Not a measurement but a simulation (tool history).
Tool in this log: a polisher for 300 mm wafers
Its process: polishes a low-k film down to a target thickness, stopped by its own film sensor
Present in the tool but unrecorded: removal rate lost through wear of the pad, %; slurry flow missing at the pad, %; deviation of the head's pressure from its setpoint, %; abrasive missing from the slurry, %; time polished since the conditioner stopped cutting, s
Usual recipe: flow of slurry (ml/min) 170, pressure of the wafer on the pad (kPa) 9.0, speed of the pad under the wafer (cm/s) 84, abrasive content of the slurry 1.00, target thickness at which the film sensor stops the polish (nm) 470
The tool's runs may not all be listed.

run,day,flow of slurry (ml/min),pressure of the wafer on the pad (kPa),speed of the pad under the wafer (cm/s),abrasive content of the slurry,target thickness at which the film sensor stops the polish (nm),wafers since the last listed run,wafers polished on this pad,hours since the slurry nozzle was cleaned,hours since the head pressure was calibrated,hours since the slurry blender was calibrated,hours since the conditioning disc was replaced,"incoming thickness of the incoming film, nm",time until the film sensor stopped the polish (s)
1,0.000,170,9.0,84,1.05,476,0,2102,477.6,166.5,203.0,126.6,492.8,65.5
# day 0.692: worn pad replaced by a new one
# day 1.196: slurry blender recalibrated
2,3.383,170,9.0,84,1.05,476,760,633,558.8,247.7,52.5,207.8,501.5,102.4
# day 4.433: slurry nozzle cleaned
# day 5.700: conditioning disc replaced and pad reconditioned
3,6.129,170,9.0,84,1.10,470,636,1269,40.7,313.6,118.4,10.3,488.9,67.8
4,9.538,170,9.0,84,1.00,470,827,2096,122.5,395.4,200.2,92.1,490.9,80.8
# day 11.746: worn pad replaced by a new one
# day 12.538: slurry blender recalibrated
5,13.546,170,9.0,84,1.00,470,912,416,218.7,491.6,24.2,188.3,497.8,108.5
6,16.346,170,9.0,84,1.00,470,679,1095,285.9,558.8,91.4,255.5,498.6,110.8
# day 17.621: conditioning disc replaced and pad reconditioned
7,18.317,170,9.0,84,1.00,470,458,1553,333.2,606.1,138.7,16.7,499.4,115.6
8,21.017,170,9.0,84,1.00,470,655,2209,398.0,670.9,203.5,81.5,496.8,103.4
# day 21.133: head pressure recalibrated
# day 23.004: slurry blender recalibrated
9,23.600,170,9.0,84,1.00,470,586,2795,460.0,59.2,14.3,143.5,508.6,154.7
# day 24.162: worn pad replaced by a new one, of another model than before
10,27.754,225,9.0,70,0.90,470,967,871,559.7,158.9,114.0,243.2,502.0,150.5
# day 28.271: slurry nozzle cleaned
# day 29.696: conditioning disc replaced and pad reconditioned
11,30.167,170,9.0,84,1.00,470,555,1426,45.5,216.8,171.9,11.3,499.0,111.7
12,32.158,170,7.6,84,1.00,470,483,1909,93.3,264.6,219.7,59.1,500.8,130.6
# day 34.571: slurry blender recalibrated
13,35.104,125,9.0,74,0.80,470,694,2604,164.0,335.3,12.8,129.8,497.4,149.9
# day 36.479: worn pad replaced by a new one
14,38.175,170,6.9,74,1.00,470,704,411,237.7,409.0,86.5,203.5,505.4,173.1
# day 42.117: conditioning disc replaced and pad reconditioned
15,42.275,170,11.7,84,1.00,461,974,1386,336.1,507.4,184.9,3.8,497.9,126.7
# day 44.729: slurry blender recalibrated
# day 46.508: head pressure recalibrated
# day 47.612: worn pad replaced by a new one
16,50.883,170,6.9,84,1.00,470,2008,794,542.7,105.0,147.7,210.4,492.5,114.8
# day 53.992: conditioning disc replaced and pad reconditioned
17,54.229,170,9.0,84,1.00,470,791,1586,623.0,185.3,228.0,5.7,502.5,164.5

Here are 5 independent what-if runs from the current tool condition. What would each one return?
A,54.250,170,9.0,62,1.00,470,5,1591,623.5,185.8,228.5,6.2,503.6,?
B,54.250,200,9.0,84,1.00,467,5,1591,623.5,185.8,228.5,6.2,503.6,?
C,54.250,170,9.0,84,1.00,474,5,1591,623.5,185.8,228.5,6.2,503.6,?
D,54.250,170,9.0,58,1.10,474,5,1591,623.5,185.8,228.5,6.2,503.6,?
E,54.250,170,9.0,84,1.00,477,5,1591,623.5,185.8,228.5,6.2,503.6,?

run,time until the film sensor stopped the polish (s)
A,199.8
B,167.8
C,148.5
D,173.2
E,133.4
Stripped of hidden state, with their random variation kept, the same runs would have yielded:
run,time until the film sensor stopped the polish (s)
A,150.8
B,133.9
C,112.1
D,130.8
E,100.7

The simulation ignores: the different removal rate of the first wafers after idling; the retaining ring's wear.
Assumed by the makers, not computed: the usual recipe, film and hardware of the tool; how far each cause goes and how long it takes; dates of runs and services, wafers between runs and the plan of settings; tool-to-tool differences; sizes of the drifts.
